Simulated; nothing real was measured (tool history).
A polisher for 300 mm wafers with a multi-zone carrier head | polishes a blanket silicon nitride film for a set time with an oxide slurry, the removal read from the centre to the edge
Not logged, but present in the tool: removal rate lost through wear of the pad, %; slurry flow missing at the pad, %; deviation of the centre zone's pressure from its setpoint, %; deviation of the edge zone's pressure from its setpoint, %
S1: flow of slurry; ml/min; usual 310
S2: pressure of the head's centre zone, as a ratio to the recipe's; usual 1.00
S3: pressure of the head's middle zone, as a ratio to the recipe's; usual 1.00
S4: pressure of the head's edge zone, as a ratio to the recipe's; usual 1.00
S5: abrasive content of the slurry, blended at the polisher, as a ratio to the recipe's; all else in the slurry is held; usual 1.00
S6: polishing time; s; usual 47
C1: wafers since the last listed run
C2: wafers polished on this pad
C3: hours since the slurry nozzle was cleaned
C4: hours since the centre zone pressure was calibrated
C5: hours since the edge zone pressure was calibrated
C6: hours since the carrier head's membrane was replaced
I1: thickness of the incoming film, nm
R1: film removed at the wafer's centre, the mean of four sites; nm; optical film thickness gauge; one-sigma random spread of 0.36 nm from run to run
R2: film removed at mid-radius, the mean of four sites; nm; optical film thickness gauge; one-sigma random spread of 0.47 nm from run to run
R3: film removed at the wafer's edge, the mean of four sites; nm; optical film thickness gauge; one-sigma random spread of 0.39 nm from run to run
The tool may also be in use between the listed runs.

run,day,S1,S2,S3,S4,S5,S6,C1,C2,C3,C4,C5,C6,I1,R1,R2,R3
1,0.000,310,1.00,1.00,0.94,1.00,47,0,1005,63.1,120.3,880.2,48.9,517.6,41.6,41.5,40.3
# day 0.496: worn pad replaced by a new one
2,0.554,310,1.09,1.00,1.00,0.75,47,113,17,76.4,133.6,893.5,62.2,512.3,39.2,36.4,36.1
# day 0.983: edge zone pressure recalibrated
3,1.004,310,1.00,1.00,1.00,1.00,47,107,124,87.2,144.4,0.5,73.0,507.0,42.0,41.6,41.0
4,1.429,250,1.00,1.00,1.00,1.00,56,124,249,97.4,154.6,10.7,83.2,504.7,48.6,49.4,48.1
5,1.867,310,1.00,1.00,1.00,1.00,47,127,376,107.9,165.1,21.2,93.7,504.8,41.5,41.9,41.5
6,2.242,310,1.00,1.00,0.95,1.30,47,109,486,116.9,174.1,30.2,102.7,511.6,46.0,47.5,44.8
7,2.667,310,1.03,1.00,0.96,0.90,47,124,610,127.1,184.3,40.4,112.9,502.8,41.0,39.9,38.9
8,3.342,310,1.00,1.00,0.90,1.00,47,197,808,143.3,200.5,56.6,129.1,510.5,41.5,42.4,40.0
9,4.054,245,1.00,1.00,1.00,1.00,39,208,1016,160.4,217.6,73.7,146.2,512.8,33.7,33.7,34.0
10,4.312,240,1.00,1.00,1.00,1.00,56,75,1092,166.6,223.8,79.9,152.4,498.6,48.4,48.5,49.1
11,4.692,310,1.00,1.00,1.00,1.00,47,110,1203,175.7,232.9,89.0,161.5,518.9,41.7,42.3,41.2
# day 4.967: worn pad replaced by a new one
12,5.100,275,1.00,1.00,1.07,0.85,53,70,38,185.5,242.7,98.8,171.3,506.2,43.2,44.1,44.3
13,5.762,310,1.00,1.00,1.00,1.10,47,193,232,201.4,258.6,114.7,187.2,506.9,44.0,43.6,42.9
14,6.392,310,1.07,1.00,1.00,0.70,36,183,416,216.5,273.7,129.8,202.3,506.9,28.3,27.3,27.1
15,7.083,310,1.00,1.00,1.00,1.00,47,202,618,233.1,290.3,146.4,218.9,502.4,41.7,41.3,42.0
16,7.492,310,1.06,1.00,1.00,1.00,47,119,738,242.9,300.1,156.2,228.7,509.3,43.5,42.4,41.0
17,7.842,400,1.00,1.00,1.03,1.10,60,102,840,251.3,308.5,164.6,237.1,507.9,57.1,58.0,56.4
18,8.221,310,1.10,0.92,1.00,1.30,52,110,951,260.4,317.6,173.7,246.2,509.0,57.0,49.2,51.4
19,8.542,310,1.00,1.00,1.00,1.00,63,93,1045,268.1,325.3,181.4,253.9,511.6,56.0,55.8,55.2
20,8.996,310,1.00,1.00,1.00,1.00,47,132,1177,279.0,336.2,192.3,264.8,511.0,41.9,41.5,42.2
21,9.583,310,1.00,1.00,1.00,1.00,42,171,1349,293.1,350.3,206.4,278.9,506.9,37.4,37.2,37.3

For each entry between runs, how does the tool's hidden state at the last listed run before it compare with that at the first listed run after it?
Runs 1 to 2: worn pad replaced by a new one (day 0.496)
  no difference in the tool's unlogged condition between these two runs
Runs 2 to 3: edge zone pressure recalibrated (day 0.983)
  no difference in the tool's unlogged condition between these two runs
Runs 11 to 12: worn pad replaced by a new one (day 4.967)
  no difference in the tool's unlogged condition between these two runs
